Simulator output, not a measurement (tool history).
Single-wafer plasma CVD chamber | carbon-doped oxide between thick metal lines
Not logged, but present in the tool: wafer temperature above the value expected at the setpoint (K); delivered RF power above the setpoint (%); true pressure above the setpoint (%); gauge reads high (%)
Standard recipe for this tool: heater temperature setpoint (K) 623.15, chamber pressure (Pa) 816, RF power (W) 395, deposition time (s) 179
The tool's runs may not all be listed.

| run | day | heater temperature setpoint (K) | chamber pressure (Pa) | RF power (W) | deposition time (s) | wafers since the last listed run | hours since the last thermocouple change | hours since the last RF generator calibration | hours since the last manometer calibration | hours since the showerhead was replaced | hours since the gauge calibration | read-back reference wafer on the same gauge, thickness_nm | mean film thickness on the monitor wafer (Å) |
|---|---|---|---|---|---|---|---|---|---|---|---|---|---|
| 1 | 0.000 | 623.15 | 739 | 395 | 179 | 0 | 732.9 | 1773.7 | 2296.8 | 5197.5 | 397.9 | 860.520 | 7762.32 |
| 2 | 0.575 | 623.15 | 739 | 395 | 179 | 118 | 746.7 | 1787.5 | 2310.6 | 5211.3 | 411.7 | 860.910 | 7761.36 |
| 3 | 1.025 | 623.15 | 712 | 395 | 179 | 93 | 757.5 | 1798.3 | 2321.4 | 5222.1 | 422.5 | 860.569 | 7692.65 |
| 4 | 1.317 | 623.15 | 816 | 395 | 179 | 60 | 764.5 | 1805.3 | 2328.4 | 5229.1 | 429.5 | 861.179 | 7897.86 |
| 5 | 1.929 | 623.15 | 816 | 395 | 179 | 126 | 779.2 | 1820.0 | 2343.1 | 5243.8 | 444.2 | 861.150 | 7874.67 |
| 6 | 2.488 | 623.15 | 816 | 395 | 179 | 115 | 792.6 | 1833.4 | 2356.5 | 5257.2 | 457.6 | 861.184 | 7878.15 |
| 7 | 2.800 | 623.15 | 816 | 395 | 179 | 64 | 800.1 | 1840.9 | 2364.0 | 5264.7 | 465.1 | 860.976 | 7849.72 |
| 8 | 3.304 | 623.15 | 816 | 340 | 179 | 104 | 812.2 | 1853.0 | 2376.1 | 5276.8 | 477.2 | 861.371 | 6730.46 |
| 9 | 3.742 | 623.15 | 816 | 340 | 179 | 90 | 822.7 | 1863.5 | 2386.6 | 5287.3 | 487.7 | 860.730 | 6725.16 |
| 10 | 4.238 | 623.15 | 816 | 340 | 179 | 102 | 834.6 | 1875.4 | 2398.5 | 5299.2 | 499.6 | 860.811 | 6718.10 |
|  | 4.300 | gauge calibrated |
| 11 | 4.517 | 623.15 | 816 | 395 | 179 | 57 | 841.3 | 1882.1 | 2405.2 | 5305.9 | 5.2 | 861.300 | 7864.10 |
| 12 | 4.788 | 623.15 | 883 | 395 | 179 | 56 | 847.8 | 1888.6 | 2411.7 | 5312.4 | 11.7 | 860.552 | 7908.61 |
| 13 | 5.467 | 623.15 | 692 | 395 | 179 | 140 | 864.1 | 1904.9 | 2428.0 | 5328.7 | 28.0 | 860.962 | 7622.05 |
|  | 6.104 | thermocouple changed; heater temperature recalibrated |
| 14 | 6.183 | 613.15 | 919 | 395 | 193 | 79 | 1.9 | 1922.1 | 2445.2 | 5345.9 | 45.2 | 860.998 | 8954.56 |
| 15 | 6.704 | 627.15 | 980 | 395 | 200 | 107 | 14.4 | 1934.6 | 2457.7 | 5358.4 | 57.7 | 861.139 | 8899.75 |
| 16 | 7.362 | 623.15 | 816 | 395 | 179 | 136 | 30.2 | 1950.4 | 2473.5 | 5374.2 | 73.5 | 860.472 | 7935.16 |
|  | 8.088 | showerhead replaced |
| 17 | 8.108 | 623.15 | 816 | 345 | 179 | 85 | 48.1 | 1968.3 | 2491.4 | 0.5 | 91.4 | 860.791 | 6890.41 |
| 18 | 8.362 | 609.15 | 940 | 315 | 206 | 52 | 54.2 | 1974.4 | 2497.5 | 6.6 | 97.5 | 861.104 | 7574.24 |
|  | 9.100 | capacitance manometer re-zeroed and calibrated |
| 19 | 9.121 | 623.15 | 816 | 395 | 179 | 87 | 72.4 | 1992.6 | 0.5 | 24.8 | 115.7 | 861.062 | 7918.37 |
| 20 | 9.204 | 623.15 | 1005 | 425 | 201 | 17 | 74.4 | 1994.6 | 2.5 | 26.8 | 117.7 | 860.924 | 9734.48 |
|  | 9.550 | RF generator calibrated |
| 21 | 9.592 | 623.15 | 816 | 360 | 179 | 11 | 83.7 | 1.0 | 11.8 | 36.1 | 127.0 | 861.076 | 7487.61 |
| 22 | 10.204 | 612.15 | 816 | 395 | 213 | 126 | 98.4 | 15.7 | 26.5 | 50.8 | 141.7 | 860.621 | 10124.24 |
| 23 | 10.938 | 623.15 | 816 | 395 | 179 | 151 | 116.0 | 33.3 | 44.1 | 68.4 | 159.3 | 861.287 | 8213.63 |
| 24 | 11.512 | 628.15 | 973 | 335 | 144 | 118 | 129.8 | 47.1 | 57.9 | 82.2 | 173.1 | 861.107 | 5604.83 |
| 25 | 12.029 | 623.15 | 816 | 395 | 179 | 106 | 142.2 | 59.5 | 70.3 | 94.6 | 185.5 | 861.184 | 8242.98 |
| 26 | 12.688 | 623.15 | 816 | 395 | 204 | 136 | 158.0 | 75.3 | 86.1 | 110.4 | 201.3 | 861.171 | 9344.80 |
| 27 | 13.192 | 623.15 | 816 | 450 | 179 | 104 | 170.1 | 87.4 | 98.2 | 122.5 | 213.4 | 861.260 | 9310.15 |

5 ways to go on from here, each from the tool as it stands after run 27. What would each give?
| A | 13.208 | 623.15 | 816 | 395 | 195 | 3 | 170.5 | 87.8 | 98.6 | 122.9 | 213.8 | ? | ? |
| B | 13.208 | 623.15 | 816 | 395 | 160 | 3 | 170.5 | 87.8 | 98.6 | 122.9 | 213.8 | ? | ? |
| C | 13.208 | 630.15 | 816 | 370 | 199 | 3 | 170.5 | 87.8 | 98.6 | 122.9 | 213.8 | ? | ? |
| D | 13.208 | 617.15 | 816 | 395 | 179 | 3 | 170.5 | 87.8 | 98.6 | 122.9 | 213.8 | ? | ? |
| E | 13.208 | 623.15 | 755 | 395 | 179 | 3 | 170.5 | 87.8 | 98.6 | 122.9 | 213.8 | ? | ? |

| run | read-back reference wafer on the same gauge, thickness_nm | mean film thickness on the monitor wafer (Å) |
|---|---|---|
| A | 861.417 | 8980.86 |
| B | 861.417 | 7373.37 |
| C | 861.417 | 8414.66 |
| D | 861.417 | 8396.48 |
| E | 861.417 | 8155.49 |
Had the tool no hidden state, the same runs would have come out as:
| run | mean film thickness on the monitor wafer (Å) |
|---|---|
| A | 9018.57 |
| B | 7404.33 |
| C | 8449.90 |
| D | 8434.04 |
| E | 8189.74 |
